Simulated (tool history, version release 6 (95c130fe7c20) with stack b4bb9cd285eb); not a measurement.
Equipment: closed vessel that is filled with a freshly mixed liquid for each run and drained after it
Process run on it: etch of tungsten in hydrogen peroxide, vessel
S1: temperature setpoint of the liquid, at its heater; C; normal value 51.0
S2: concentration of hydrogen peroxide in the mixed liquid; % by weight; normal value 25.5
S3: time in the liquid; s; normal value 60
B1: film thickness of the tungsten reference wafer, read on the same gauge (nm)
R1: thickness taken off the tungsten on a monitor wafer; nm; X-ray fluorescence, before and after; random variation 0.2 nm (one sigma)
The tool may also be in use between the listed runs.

run,hour,S1,S2,S3,B1,R1
1,0.0,59.0,25.5,60,59.98,100.16
# hour 46.2: new drum of peroxide connected
2,47.6,59.0,25.5,60,59.99,99.51
3,73.3,51.0,25.5,60,60.02,61.87
4,115.1,51.0,25.5,60,59.97,61.90
5,159.7,51.0,25.5,60,60.04,61.81
6,259.7,51.0,25.5,60,60.01,61.97
7,301.0,56.5,25.5,60,59.99,86.17
8,330.2,56.5,25.5,60,60.02,85.51
9,360.5,56.5,25.5,60,59.99,85.76
# hour 409.5: peroxide flow meter replaced
10,428.6,51.0,20.0,60,60.05,54.66
11,455.7,51.0,20.0,60,59.96,54.47
12,499.1,51.0,20.0,60,59.99,54.46
# hour 520.4: thermometer replaced
13,554.9,51.0,25.5,60,60.02,64.25
14,619.7,51.0,25.5,90,59.98,96.04
# hour 667.4: new drum of peroxide connected
15,681.4,51.0,25.5,60,60.00,64.33
16,745.3,41.5,25.5,35,60.01,20.58
17,771.8,43.5,29.0,35,59.95,24.94
# hour 799.0: gauge calibrated
18,834.7,47.5,23.5,45,59.99,37.23
19,902.0,60.5,21.5,60,60.02,103.09
20,968.2,44.5,30.0,85,60.03,65.61
21,1032.9,51.0,25.5,60,60.02,63.86
22,1082.6,51.0,29.5,30,60.01,34.37
23,1135.9,51.0,30.0,60,59.97,68.78
24,1163.3,51.0,25.5,60,60.00,63.68
25,1251.5,57.0,29.5,40,60.00,65.10
26,1277.3,41.0,25.5,60,60.01,34.01

Branching from run 26: 3 alternative next runs. What would each branch give?
A,1278.0,51.0,28.0,60,?,?
B,1278.0,53.5,29.0,35,?,?
C,1278.0,59.0,30.0,90,?,?

run,B1,R1
A,59.99,66.64
B,59.99,46.00
C,59.99,166.36
With no hidden state in the tool, these same runs would have given:
run,R1
A,67.58
B,46.64
C,168.59
